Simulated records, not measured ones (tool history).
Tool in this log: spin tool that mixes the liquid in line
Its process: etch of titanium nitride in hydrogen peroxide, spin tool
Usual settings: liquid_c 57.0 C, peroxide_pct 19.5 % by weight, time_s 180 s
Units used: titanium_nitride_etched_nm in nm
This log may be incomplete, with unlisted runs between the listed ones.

| run | hour | liquid_c | peroxide_pct | time_s | read-back film thickness of the titanium nitride reference wafer, read on the same gauge (nm) | titanium_nitride_etched_nm |
|---|---|---|---|---|---|---|
| 1 | 0.0 | 57.0 | 22.5 | 115 | 30.02 | 10.40 |
| 2 | 34.6 | 57.0 | 22.5 | 115 | 29.97 | 10.40 |
| 3 | 58.7 | 57.0 | 19.5 | 180 | 29.99 | 15.84 |
| 4 | 79.8 | 64.0 | 24.0 | 180 | 29.98 | 26.70 |
| 5 | 96.3 | 64.0 | 24.0 | 180 | 29.97 | 26.46 |
| 6 | 124.0 | 64.0 | 24.0 | 180 | 30.02 | 26.62 |
|  | 131.8 | peroxide flow meter replaced |
| 7 | 227.0 | 57.0 | 22.0 | 180 | 29.97 | 16.69 |
| 8 | 243.3 | 55.0 | 19.5 | 180 | 29.97 | 14.27 |
| 9 | 258.4 | 57.0 | 19.5 | 180 | 29.98 | 16.19 |
|  | 261.5 | heated supply line repaired |
|  | 276.3 | new drum of peroxide connected |
| 10 | 292.2 | 47.0 | 21.5 | 225 | 29.99 | 10.17 |
| 11 | 320.7 | 57.0 | 25.0 | 180 | 29.99 | 17.00 |
| 12 | 335.7 | 57.0 | 19.5 | 180 | 30.01 | 16.30 |
| 13 | 357.0 | 57.0 | 19.5 | 220 | 30.02 | 19.99 |
| 14 | 375.7 | 57.0 | 23.5 | 120 | 30.00 | 11.24 |
| 15 | 411.5 | 57.0 | 14.5 | 180 | 30.00 | 15.13 |
| 16 | 447.4 | 47.5 | 21.5 | 225 | 30.01 | 10.53 |

Forecast run 17:
|  | 450.4 | thermometer replaced |
|  | 454.0 | gauge calibrated |
| 17 | 482.7 | 57.0 | 19.5 | 180 | ? | ? |

read-back film thickness of the titanium nitride reference wafer, read on the same gauge (nm): 29.98
titanium_nitride_etched_nm: 16.16 nm
On a tool with no hidden condition, and with the same random variation, this run would have come out at titanium_nitride_etched_nm 16.33 nm.

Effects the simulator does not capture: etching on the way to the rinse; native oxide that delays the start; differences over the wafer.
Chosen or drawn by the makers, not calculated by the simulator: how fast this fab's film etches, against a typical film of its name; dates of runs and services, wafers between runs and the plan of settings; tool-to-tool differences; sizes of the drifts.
